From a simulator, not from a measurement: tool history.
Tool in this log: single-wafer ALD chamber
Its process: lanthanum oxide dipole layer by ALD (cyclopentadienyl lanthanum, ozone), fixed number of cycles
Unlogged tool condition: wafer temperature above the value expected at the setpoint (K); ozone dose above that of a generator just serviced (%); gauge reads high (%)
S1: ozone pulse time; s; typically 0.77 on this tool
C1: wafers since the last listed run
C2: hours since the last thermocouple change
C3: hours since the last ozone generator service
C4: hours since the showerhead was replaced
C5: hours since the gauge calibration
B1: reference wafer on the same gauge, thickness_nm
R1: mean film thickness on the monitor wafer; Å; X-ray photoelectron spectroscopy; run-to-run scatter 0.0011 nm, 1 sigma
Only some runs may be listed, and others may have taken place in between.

Run 1, hour 0.0: usual settings but S1 0.67 s; C1 0; C2 1775.3; C3 26.1; C4 3660.7; C5 113.9; B1 0.519. Result: R1 4.18 Å.
Run 2, hour 97.1: usual settings but S1 0.67 s; C1 2504; C2 1872.4; C3 123.2; C4 3757.8; C5 211.0; B1 0.519. Result: R1 4.15 Å.
Run 3, hour 161.2: usual settings but S1 0.67 s; C1 1653; C2 1936.5; C3 187.3; C4 3821.9; C5 275.1; B1 0.519. Result: R1 4.12 Å.
Run 4, hour 231.5: usual settings; C1 1813; C2 2006.8; C3 257.6; C4 3892.2; C5 345.4; B1 0.519. Result: R1 4.44 Å.
Run 5, hour 299.3: usual settings; C1 1748; C2 2074.6; C3 325.4; C4 3960.0; C5 413.2; B1 0.519. Result: R1 4.42 Å.
At hour 511.4: ozone generator serviced.
Run 6, hour 558.0: usual settings; C1 6465; C2 2333.3; C3 46.6; C4 4218.7; C5 671.9; B1 0.519. Result: R1 4.51 Å.
Run 7, hour 599.0: usual settings; C1 1057; C2 2374.3; C3 87.6; C4 4259.7; C5 712.9; B1 0.519. Result: R1 4.50 Å.
At hour 660.1: showerhead replaced.
Run 8, hour 662.1: usual settings; C1 1421; C2 2437.4; C3 150.7; C4 2.0; C5 776.0; B1 0.519. Result: R1 4.49 Å.
Run 9, hour 708.0: usual settings but S1 0.70 s; C1 1183; C2 2483.3; C3 196.6; C4 47.9; C5 821.9; B1 0.519. Result: R1 4.24 Å.
Run 10, hour 766.1: usual settings but S1 0.70 s; C1 1498; C2 2541.4; C3 254.7; C4 106.0; C5 880.0; B1 0.519. Result: R1 4.25 Å.
Run 11, hour 844.6: usual settings; C1 2024; C2 2619.9; C3 333.2; C4 184.5; C5 958.5; B1 0.519. Result: R1 4.43 Å.
At hour 852.8: thermocouple changed; heater temperature recalibrated.
Run 12, hour 936.0: usual settings; C1 2150; C2 83.2; C3 424.6; C4 275.9; C5 1049.9; B1 0.519. Result: R1 4.42 Å.
At hour 963.3: ozone generator serviced.
Run 13, hour 999.3: usual settings but S1 0.66 s; C1 1426; C2 146.5; C3 36.0; C4 339.2; C5 1113.2; B1 0.519. Result: R1 4.11 Å.
Run 14, hour 1085.9: usual settings; C1 2233; C2 233.1; C3 122.6; C4 425.8; C5 1199.8; B1 0.519. Result: R1 4.48 Å.
Run 15, hour 1167.7: usual settings; C1 2109; C2 314.9; C3 204.4; C4 507.6; C5 1281.6; B1 0.519. Result: R1 4.45 Å.
Run 16, hour 1227.3: usual settings; C1 1537; C2 374.5; C3 264.0; C4 567.2; C5 1341.2; B1 0.519. Result: R1 4.42 Å.
At hour 1251.3: gauge calibrated.
Run 17, hour 1293.0: usual settings but S1 0.55 s; C1 1694; C2 440.2; C3 329.7; C4 632.9; C5 41.7; B1 0.519. Result: R1 3.56 Å.
Run 18, hour 1360.7: usual settings but S1 1.06 s; C1 1745; C2 507.9; C3 397.4; C4 700.6; C5 109.4; B1 0.519. Result: R1 5.03 Å.
Run 19, hour 1459.8: usual settings but S1 0.54 s; C1 2555; C2 607.0; C3 496.5; C4 799.7; C5 208.5; B1 0.519. Result: R1 3.45 Å.
Run 20, hour 1544.3: usual settings but S1 1.03 s; C1 2179; C2 691.5; C3 581.0; C4 884.2; C5 293.0; B1 0.519. Result: R1 4.95 Å.
At hour 1564.1: ozone generator serviced.
Run 21, hour 1623.5: usual settings but S1 0.93 s; C1 1836; C2 770.7; C3 59.4; C4 963.4; C5 372.2; B1 0.519. Result: R1 4.90 Å.
Run 22, hour 1683.2: usual settings but S1 0.86 s; C1 1539; C2 830.4; C3 119.1; C4 1023.1; C5 431.9; B1 0.519. Result: R1 4.73 Å.

Predict each of these 5 candidate next runs independently; none follows another, all start after run 22:
Run A, hour 1683.6: usual settings; C1 10; C2 830.8; C3 119.5; C4 1023.5; C5 432.3; B1 ?. Result: R1 ?.
Run B, hour 1683.6: usual settings but S1 0.89 s; C1 10; C2 830.8; C3 119.5; C4 1023.5; C5 432.3; B1 ?. Result: R1 ?.
Run C, hour 1683.6: usual settings but S1 0.98 s; C1 10; C2 830.8; C3 119.5; C4 1023.5; C5 432.3; B1 ?. Result: R1 ?.
Run D, hour 1683.6: usual settings but S1 0.87 s; C1 10; C2 830.8; C3 119.5; C4 1023.5; C5 432.3; B1 ?. Result: R1 ?.
Run E, hour 1683.6: usual settings but S1 0.51 s; C1 10; C2 830.8; C3 119.5; C4 1023.5; C5 432.3; B1 ?. Result: R1 ?.

run     B1    R1
  A  0.519  4.51
  B  0.519  4.82
  C  0.519  5.00
  D  0.519  4.77
  E  0.519  3.44
Without the tool's hidden state the same runs would have given:
run    R1
  A  4.54
  B  4.85
  C  5.03
  D  4.80
  E  3.48

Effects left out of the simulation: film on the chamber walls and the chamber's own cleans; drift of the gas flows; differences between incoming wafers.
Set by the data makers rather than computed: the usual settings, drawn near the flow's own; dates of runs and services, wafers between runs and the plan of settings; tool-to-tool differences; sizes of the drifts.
